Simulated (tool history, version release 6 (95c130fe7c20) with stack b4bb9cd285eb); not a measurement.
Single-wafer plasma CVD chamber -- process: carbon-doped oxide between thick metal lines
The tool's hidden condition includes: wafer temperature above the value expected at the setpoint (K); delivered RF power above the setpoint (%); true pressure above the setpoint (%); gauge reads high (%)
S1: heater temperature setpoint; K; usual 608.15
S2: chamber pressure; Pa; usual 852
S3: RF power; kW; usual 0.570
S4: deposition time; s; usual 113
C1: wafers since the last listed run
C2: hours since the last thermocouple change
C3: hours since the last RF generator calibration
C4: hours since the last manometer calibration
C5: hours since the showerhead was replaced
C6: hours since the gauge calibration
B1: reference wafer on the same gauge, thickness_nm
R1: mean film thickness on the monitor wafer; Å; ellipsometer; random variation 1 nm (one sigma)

run   hour      S1    S2     S3   S4   C1      C2      C3      C4      C5     C6       B1       R1
  1    0.0  608.15   852  0.570  113    0  1946.0  1131.6  1461.8  4784.9   32.6  549.403  6768.59
  2   13.2  608.15   852  0.570  129  134  1959.2  1144.8  1475.0  4798.1   45.8  549.065  7751.43
  3   22.5  614.15   852  0.650  113   94  1968.5  1154.1  1484.3  4807.4   55.1  549.193  6958.79
  4   29.0  608.15   852  0.570  113   66  1975.0  1160.6  1490.8  4813.9   61.6  548.786  6766.78
  5   38.0  608.15   852  0.570  113   91  1984.0  1169.6  1499.8  4822.9   70.6  548.543  6793.79
  6   47.4  608.15   852  0.570  113   96  1993.4  1179.0  1509.2  4832.3   80.0  548.584  6771.76
      69.3  -- thermocouple changed; heater temperature recalibrated
  7   69.8  608.15   852  0.570  113  147     0.5  1201.4  1531.6  4854.7  102.4  547.687  6750.73
  8   70.5  608.15   852  0.570  113    7     1.2  1202.1  1532.3  4855.4  103.1  548.243  6767.64
  9   86.7  608.15   693  0.570  113  165    17.4  1218.3  1548.5  4871.6  119.3  547.517  6545.78
     108.9  -- capacitance manometer re-zeroed and calibrated
     110.3  -- RF generator calibrated
 10  110.8  608.15   759  0.465  131  151    41.5     0.5     1.9  4895.7  143.4  546.551  7212.97
 11  120.1  597.15   852  0.650  113   94    50.8     9.8    11.2  4905.0  152.7  546.552  7282.18
 12  132.8  600.15  1041  0.635  100  129    63.5    22.5    23.9  4917.7  165.4  545.994  6448.62
     151.1  -- showerhead replaced
 13  151.6  608.15   852  0.570  113  110    82.3    41.3    42.7     0.5  184.2  545.087  6729.05
     159.2  -- gauge calibrated
 14  178.8  613.15   852  0.570  136  277   109.5    68.5    69.9    27.7   19.6  549.433  8048.22
 15  193.4  600.15   852  0.570   92  149   124.1    83.1    84.5    42.3   34.2  549.580  5657.52
 16  201.8  593.15  1009  0.570  113   85   132.5    91.5    92.9    50.7   42.6  549.376  7192.11

Estimate the outcome of run 17 from the log above:
 17  212.6  597.15  665  0.505  127  110  143.3  102.3  103.7  61.5  53.4   ?   ?

For run 17 the tool returned B1 549.722, R1 7249.85 Å.
On a tool with no hidden condition, and with the same random variation, this run would have come out at R1 7258.75 Å.
